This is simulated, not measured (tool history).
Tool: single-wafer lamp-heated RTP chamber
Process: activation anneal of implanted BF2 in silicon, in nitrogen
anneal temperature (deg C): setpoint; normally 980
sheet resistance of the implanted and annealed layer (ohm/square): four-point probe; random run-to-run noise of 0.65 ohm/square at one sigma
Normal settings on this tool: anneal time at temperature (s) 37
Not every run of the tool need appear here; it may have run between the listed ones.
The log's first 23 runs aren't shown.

| run | hour | anneal temperature (deg C) | anneal time at temperature (s) | wafers since the last listed run | wafers since the last pyrometer calibration | wafers since the reflector plate was cleaned | hours since the gauge calibration | read-back reference wafer on the same gauge, sheet resistance | sheet resistance of the implanted and annealed layer (ohm/square) |
|---|---|---|---|---|---|---|---|---|---|
| 24 | 1816.7 | 995 | 37 | 706 | 11178 | 4708 | 996.7 | 196.93 | 180.25 |
| 25 | 1855.3 | 950 | 27 | 676 | 11854 | 5385 | 1035.3 | 196.92 | 245.01 |
|  | 1900.5 | pyrometer window cleaned and pyrometer calibrated |
| 26 | 1916.6 | 963 | 20 | 933 | 281 | 6319 | 1096.6 | 196.89 | 240.47 |
| 27 | 2023.8 | 963 | 37 | 1878 | 2160 | 8197 | 1203.8 | 196.92 | 222.76 |
| 28 | 2076.9 | 1007 | 37 | 930 | 3090 | 9128 | 1256.9 | 197.02 | 172.05 |
| 29 | 2117 | 980 | 25 | 702 | 3793 | 9830 | 1297 | 196.95 | 207.4 |
| 30 | 2199.2 | 980 | 37 | 1440 | 5234 | 11271 | 1379.2 | 197.05 | 198.12 |
|  | 2224.9 | reflector plate cleaned |
| 31 | 2289.7 | 1003 | 43 | 1445 | 6679 | 1135 | 1469.7 | 196.97 | 171.52 |
| 32 | 2335.6 | 980 | 25 | 804 | 7484 | 1939 | 1515.6 | 196.94 | 205.51 |
| 33 | 2387.1 | 1000 | 22 | 902 | 8386 | 2842 | 1567.1 | 196.98 | 187.06 |
| 34 | 2431.2 | 995 | 56 | 772 | 9159 | 3615 | 1611.2 | 196.87 | 173.51 |
|  | 2522.2 | pyrometer window cleaned and pyrometer calibrated |
| 35 | 2738.2 | 962 | 37 | 5239 | 3784 | 8854 | 1918.2 | 197.05 | 221.14 |
| 36 | 2832.2 | 969 | 19 | 1647 | 5431 | 10501 | 2012.2 | 196.96 | 226.59 |
|  | 2914.4 | reflector plate cleaned |
| 37 | 2919.8 | 964 | 27 | 1394 | 6826 | 94 | 2099.8 | 196.83 | 225.17 |

Predict each of these 3 candidate next runs independently; none follows another, all start after run 37:
| A | 2920.2 | 980 | 37 | 7 | 6833 | 101 | 2100.2 | ? | ? |
| B | 2920.2 | 980 | 53 | 7 | 6833 | 101 | 2100.2 | ? | ? |
| C | 2920.2 | 1002 | 37 | 7 | 6833 | 101 | 2100.2 | ? | ? |

| run | read-back reference wafer on the same gauge, sheet resistance | sheet resistance of the implanted and annealed layer (ohm/square) |
|---|---|---|
| A | 196.94 | 196.95 |
| B | 196.94 | 188.33 |
| C | 196.94 | 174.61 |
With the hidden condition removed and each run's random variation left untouched, the same runs would have given:
| run | sheet resistance of the implanted and annealed layer (ohm/square) |
|---|---|
| A | 202.98 |
| B | 194.09 |
| C | 179.06 |
